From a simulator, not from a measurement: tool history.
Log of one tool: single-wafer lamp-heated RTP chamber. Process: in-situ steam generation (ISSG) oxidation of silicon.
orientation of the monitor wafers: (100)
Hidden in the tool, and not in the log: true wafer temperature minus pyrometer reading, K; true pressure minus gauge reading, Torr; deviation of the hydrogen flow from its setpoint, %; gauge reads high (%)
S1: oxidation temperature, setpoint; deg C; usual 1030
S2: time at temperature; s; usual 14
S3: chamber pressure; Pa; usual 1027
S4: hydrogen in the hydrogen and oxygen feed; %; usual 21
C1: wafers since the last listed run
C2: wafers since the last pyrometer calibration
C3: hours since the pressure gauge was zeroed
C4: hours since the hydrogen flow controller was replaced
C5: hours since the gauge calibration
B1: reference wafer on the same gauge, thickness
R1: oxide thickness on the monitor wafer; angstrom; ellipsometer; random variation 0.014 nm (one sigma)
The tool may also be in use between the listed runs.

run,hour,S1,S2,S3,S4,C1,C2,C3,C4,C5,B1,R1
1,0,1030,14,1173,21,0,3678,2290.5,2797.5,55.1,4.983,54.1
2,31.7,1030,14,1173,21,281,3959,2322.2,2829.2,86.8,4.98,54.11
3,44.7,1030,14,1173,21,115,4075,2335.2,2842.2,99.8,4.982,54
4,58.8,1030,15,1027,28,125,4200,2349.3,2856.3,113.9,4.983,60.72
5,70.5,1030,15,1027,28,103,4304,2361,2868,125.6,4.976,60.78
6,81.4,1030,14,1027,21,96,4401,2371.9,2878.9,136.5,4.98,54.53
7,89,1030,14,1027,21,67,4468,2379.5,2886.5,144.1,4.974,54.67
8,100.4,1030,14,1027,21,101,4570,2390.9,2897.9,155.5,4.987,54.6
9,110.7,1030,14,1027,21,91,4661,2401.2,2908.2,165.8,4.983,54.65
10,118.7,1030,14,1027,21,71,4732,2409.2,2916.2,173.8,4.978,54.51
11,131.8,1030,14,1027,21,116,4849,2422.3,2929.3,186.9,4.98,54.87
# hour 137: gauge calibrated
12,138.6,1030,14,1027,21,60,4909,2429.1,2936.1,1.6,4.978,54.47
# hour 155.2: hydrogen flow controller replaced
13,155.7,1030,14,1027,21,80,4990,2446.2,0.5,18.7,4.98,54.85
14,165.9,1030,14,1027,21,90,5080,2456.4,10.7,28.9,4.98,54.52
15,175.8,1030,14,1027,21,87,5168,2466.3,20.6,38.8,4.979,54.83
16,183.4,1030,14,1027,21,67,5236,2473.9,28.2,46.4,4.981,55.2

Run 17 comes next. What will it give?
17,200,1012,18,1027,21,147,5383,2490.5,44.8,63,?,?

Run 17 gave B1 4.979, R1 57.11 angstrom.
Without the tool's hidden state the same run would have given R1 55.43 angstrom.

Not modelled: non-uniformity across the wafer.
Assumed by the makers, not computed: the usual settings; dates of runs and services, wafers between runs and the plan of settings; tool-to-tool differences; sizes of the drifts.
